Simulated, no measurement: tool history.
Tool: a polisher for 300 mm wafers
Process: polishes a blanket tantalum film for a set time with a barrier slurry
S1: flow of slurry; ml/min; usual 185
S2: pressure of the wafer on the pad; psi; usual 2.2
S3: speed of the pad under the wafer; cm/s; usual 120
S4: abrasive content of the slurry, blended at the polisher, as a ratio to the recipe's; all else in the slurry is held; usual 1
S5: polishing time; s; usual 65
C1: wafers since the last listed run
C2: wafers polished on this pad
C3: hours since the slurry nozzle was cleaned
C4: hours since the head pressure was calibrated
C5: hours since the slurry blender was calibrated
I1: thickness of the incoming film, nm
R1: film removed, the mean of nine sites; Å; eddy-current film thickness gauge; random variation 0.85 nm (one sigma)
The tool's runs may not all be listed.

run	hour	S1	S2	S3	S4	S5	C1	C2	C3	C4	C5	I1	R1
1	0	185	2.2	120	1	65	0	641	459	296.1	168.8	406.2	1187
# hour 16.8: worn pad replaced by a new one
2	17.3	185	2.2	120	1	65	99	3	476.3	313.4	186.1	404.7	1229
3	22	185	2.2	120	1	65	35	38	481	318.1	190.8	407.5	1223
4	28.5	185	2.2	120	1	65	48	87	487.5	324.6	197.3	403.2	1212
5	40.8	185	2.2	120	1.2	65	92	179	499.8	336.9	209.6	413.6	1250
# hour 49.6: slurry blender recalibrated
6	55.4	185	2.2	120	1.2	65	94	274	514.4	351.5	5.8	401.7	1234
# hour 62.2: slurry nozzle cleaned
7	67.3	185	2.2	120	1.2	65	81	355	5.1	363.4	17.7	409.4	1302
8	83.8	125	2.2	120	1	65	123	479	21.6	379.9	34.2	407.7	1200
9	98.6	185	2.2	120	1	65	110	590	36.4	394.7	49	408.8	1227
10	114.5	185	2.4	120	1	65	119	709	52.3	410.6	64.9	411.8	1327
11	126.3	185	2.2	120	1	65	88	797	64.1	422.4	76.7	415.5	1239
# hour 142.9: worn pad replaced by a new one
12	164.6	225	2.9	120	1	65	256	162	102.4	460.7	115	410.8	1667
13	171.5	185	2.2	120	0.85	45	51	214	109.3	467.6	121.9	416.7	822
14	177.6	185	2.2	120	1	65	45	260	115.4	473.7	128	410.2	1226
15	187.7	230	2.6	120	1	65	75	335	125.5	483.8	138.1	409.2	1478
16	202.5	155	1.5	106	1	45	110	446	140.3	498.6	152.9	410.1	512
17	218.4	185	2.2	120	1	65	119	565	156.2	514.5	168.8	414.1	1205
# hour 228.2: head pressure recalibrated
18	233.3	185	2.2	120	1	65	96	662	171.1	5.1	183.7	409.8	1220
# hour 236.2: slurry blender recalibrated
# hour 246.4: worn pad replaced by a new one
19	280.4	185	2.2	152	1	65	307	254	218.2	52.2	44.2	417.9	1499
20	296.4	185	2.2	120	1	65	119	374	234.2	68.2	60.2	408.7	1217
21	310.5	185	2.2	120	1	75	105	479	248.3	82.3	74.3	406.5	1390
22	318.9	185	2.2	120	0.8	65	62	542	256.7	90.7	82.7	410.9	1149
23	331.9	250	2.2	120	1	58	97	640	269.7	103.7	95.7	412.9	1109
24	343.5	250	2.2	120	1	65	86	726	281.3	115.3	107.3	409.1	1226
# hour 357.6: worn pad replaced by a new one
25	358.1	185	2.2	120	1	65	79	3	295.9	129.9	121.9	413.6	1247
26	372.7	130	1.8	82	1.1	65	109	112	310.5	144.5	136.5	411.7	724
27	381.5	185	2	120	1	65	65	178	319.3	153.3	145.3	407.5	1100
28	397.5	185	2.2	120	1	65	119	298	335.3	169.3	161.3	405.8	1199
29	412.3	185	2.2	120	1.15	65	110	409	350.1	184.1	176.1	402.6	1234

Forecast each of these 5 alternatives for the next run:
A	412.7	185	2.2	120	1	65	2	412	350.5	184.5	176.5	411.3	?
B	412.7	185	2.2	120	0.85	65	2	412	350.5	184.5	176.5	411.3	?
C	412.7	220	2	120	1	77	2	412	350.5	184.5	176.5	411.3	?
D	412.7	185	2.2	92	1	65	2	412	350.5	184.5	176.5	411.3	?
E	412.7	230	1.9	156	1	85	2	412	350.5	184.5	176.5	411.3	?

run	R1
A	1188
B	1139
C	1302
D	949
E	1726
Without the tool's hidden state the same runs would have given:
run	R1
A	1260
B	1208
C	1378
D	1006
E	1825

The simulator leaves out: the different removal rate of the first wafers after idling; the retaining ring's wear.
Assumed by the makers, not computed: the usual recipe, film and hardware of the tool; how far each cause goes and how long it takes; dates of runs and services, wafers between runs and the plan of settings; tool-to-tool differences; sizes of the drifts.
